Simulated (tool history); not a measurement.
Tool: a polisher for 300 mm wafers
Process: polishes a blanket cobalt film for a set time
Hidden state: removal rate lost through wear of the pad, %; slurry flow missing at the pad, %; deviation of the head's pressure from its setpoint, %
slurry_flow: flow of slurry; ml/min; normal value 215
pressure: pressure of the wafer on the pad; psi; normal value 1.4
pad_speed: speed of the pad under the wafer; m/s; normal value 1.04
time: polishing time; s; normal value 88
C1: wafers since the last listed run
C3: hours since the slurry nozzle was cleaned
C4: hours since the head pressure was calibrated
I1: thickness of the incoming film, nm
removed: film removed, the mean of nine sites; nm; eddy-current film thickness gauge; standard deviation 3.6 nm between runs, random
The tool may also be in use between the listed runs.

{"run": 1, "day": 0.0, "slurry_flow": 215, "pressure": 1.7, "pad_speed": 1.04, "time": 88, "C1": 0, "wafers polished on this pad": 42, "C3": 184.0, "C4": 376.7, "I1": 1114.1, "removed": 405.8}
{"run": 2, "day": 1.762, "slurry_flow": 215, "pressure": 1.7, "pad_speed": 1.04, "time": 88, "C1": 464, "wafers polished on this pad": 506, "C3": 226.3, "C4": 419.0, "I1": 1128.9, "removed": 403.7}
{"run": 3, "day": 3.533, "slurry_flow": 215, "pressure": 1.4, "pad_speed": 1.04, "time": 88, "C1": 466, "wafers polished on this pad": 973, "C3": 268.8, "C4": 461.5, "I1": 1118.4, "removed": 331.8}
{"run": 4, "day": 5.558, "slurry_flow": 265, "pressure": 1.7, "pad_speed": 1.04, "time": 88, "C1": 533, "wafers polished on this pad": 1507, "C3": 317.4, "C4": 510.1, "I1": 1128.5, "removed": 421.7}
{"day": 5.804, "done": "worn pad replaced by a new one"}
{"run": 5, "day": 8.117, "slurry_flow": 265, "pressure": 1.7, "pad_speed": 1.04, "time": 88, "C1": 630, "wafers polished on this pad": 609, "C3": 378.8, "C4": 571.5, "I1": 1133.3, "removed": 413.6}
{"day": 9.421, "done": "slurry nozzle cleaned"}
{"run": 6, "day": 9.971, "slurry_flow": 215, "pressure": 1.1, "pad_speed": 1.04, "time": 88, "C1": 477, "wafers polished on this pad": 1087, "C3": 13.2, "C4": 616.0, "I1": 1130.7, "removed": 276.8}
{"run": 7, "day": 11.121, "slurry_flow": 215, "pressure": 1.1, "pad_speed": 1.04, "time": 88, "C1": 303, "wafers polished on this pad": 1390, "C3": 40.8, "C4": 643.6, "I1": 1143.2, "removed": 275.3}

What will run 8 give?
{"day": 11.746, "done": "head pressure recalibrated"}
{"day": 11.754, "done": "worn pad replaced by a new one"}
{"run": 8, "day": 16.258, "slurry_flow": 185, "pressure": 1.6, "pad_speed": 1.04, "time": 88, "C1": 1330, "wafers polished on this pad": 1187, "C3": 164.1, "C4": 108.3, "I1": 1130.3, "removed": "?"}

{"run 8": {"removed": 377.9}}
With the hidden condition absent and the run-to-run variation left alone, this run would have shown removed 389.8 nm.
